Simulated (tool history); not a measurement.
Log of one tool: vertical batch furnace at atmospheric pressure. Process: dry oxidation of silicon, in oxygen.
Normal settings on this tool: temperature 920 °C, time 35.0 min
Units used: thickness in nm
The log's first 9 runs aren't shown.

run	hour	temperature	time	read-back reference wafer on the same gauge, thickness	thickness
10	148.9	920	39.0	21.30	26.53
11	160.9	920	39.0	21.31	26.51
12	178.4	920	35.0	21.30	24.53
# hour 181.1: gauge calibrated
# hour 203.7: boat lift adjusted
13	204.2	920	35.0	21.32	25.64
14	242.2	920	35.0	21.30	25.67
15	257.7	920	35.0	21.30	25.69
# hour 293.2: thermocouples replaced and temperature profile calibrated
16	293.7	910	35.0	21.30	22.04
17	297.1	920	35.0	21.32	24.43
18	303.0	920	35.0	21.30	24.41
19	316.2	945	18.5	21.30	19.78
20	333.0	940	47.5	21.32	36.19
21	348.0	945	26.0	21.29	25.03
22	359.1	932	44.5	21.31	32.25
23	402.3	936	21.0	21.30	19.98
24	411.6	896	22.0	21.29	13.84
25	423.1	905	44.0	21.31	24.61
26	432.7	933	46.0	21.30	33.46
27	444.1	938	49.5	21.31	36.63
28	456.7	920	49.0	21.28	30.94
29	467.1	920	24.0	21.30	18.88
30	474.8	920	35.0	21.30	24.55
31	483.3	913	35.0	21.31	22.89
32	498.2	920	35.0	21.30	24.50
# hour 503.3: gauge calibrated
33	504.4	906	21.0	21.32	14.94
34	518.9	929	29.5	21.30	23.80

Each row is a separate what-if for the run after 34, all from the same tool condition, not one after another. Results?
A	522.4	920	46.5	?	?
B	522.4	913	21.5	?	?
C	522.4	941	26.0	?	?

run	read-back reference wafer on the same gauge, thickness	thickness
A	21.30	29.88
B	21.30	16.30
C	21.30	24.29
The same runs, with their run-to-run variation unchanged, on a tool lacking any hidden condition would have given:
run	thickness
A	29.58
B	16.13
C	24.06

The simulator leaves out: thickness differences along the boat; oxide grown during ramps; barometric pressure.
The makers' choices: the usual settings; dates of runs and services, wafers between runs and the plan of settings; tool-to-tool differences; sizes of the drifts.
